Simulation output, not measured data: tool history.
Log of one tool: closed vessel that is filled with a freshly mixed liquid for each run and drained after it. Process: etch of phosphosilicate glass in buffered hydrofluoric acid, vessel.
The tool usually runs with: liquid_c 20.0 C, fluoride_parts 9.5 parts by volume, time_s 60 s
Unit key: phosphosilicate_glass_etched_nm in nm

run,day,liquid_c,fluoride_parts,time_s,"read-back film thickness of the phosphosilicate glass reference wafer, read on the same gauge (nm)",phosphosilicate_glass_etched_nm
1,0.000,20.0,9.5,60,60.05,537.55
2,2.783,20.0,9.5,60,60.04,542.37
3,4.262,20.0,9.5,60,59.99,545.05
4,6.554,20.0,9.5,60,59.99,551.00
5,8.712,20.0,9.5,60,60.02,544.96
6,10.975,20.0,9.5,60,60.00,552.27
7,12.917,20.0,9.5,60,60.07,559.82
8,15.362,20.0,9.5,60,59.98,563.08
9,16.962,20.0,9.5,60,60.00,560.80
10,18.450,20.0,9.5,75,59.95,701.10
11,20.642,20.0,9.5,60,60.00,571.40
12,21.746,20.0,9.5,60,60.03,569.32
13,24.608,20.0,7.0,90,59.98,1107.11
14,26.812,22.0,8.0,75,60.00,887.96
15,34.054,20.0,9.5,40,59.98,367.96
16,35.762,17.0,13.0,30,60.02,176.52
17,38.746,20.0,13.0,85,59.98,588.80

Missing from the log above: 3 entries noted between runs. For each, name the pair of listed runs it sits between and say how the tool's hidden condition differs from the listed run just before to the listed run just after:
Runs 6 to 7: gauge calibrated (day 12.233)
  liquid hotter than its thermometer reads (K): 0.504 -> 0.593
  what was measured, less what the result would be without the hidden state, phosphosilicate_glass_etched_nm: +15.22 -> +18.16 nm
Runs 9 to 10: hydrofluoric acid flow meter replaced (day 18.429)
  liquid hotter than its thermometer reads (K): 0.778 -> 0.845
  what was measured, less what the result would be without the hidden state, phosphosilicate_glass_etched_nm: +23.90 -> +32.49 nm
Runs 12 to 13: thermometer replaced (day 22.658)
  liquid hotter than its thermometer reads (K): 0.996 -> 0.142
  what was measured, less what the result would be without the hidden state, phosphosilicate_glass_etched_nm: +30.89 -> +8.63 nm
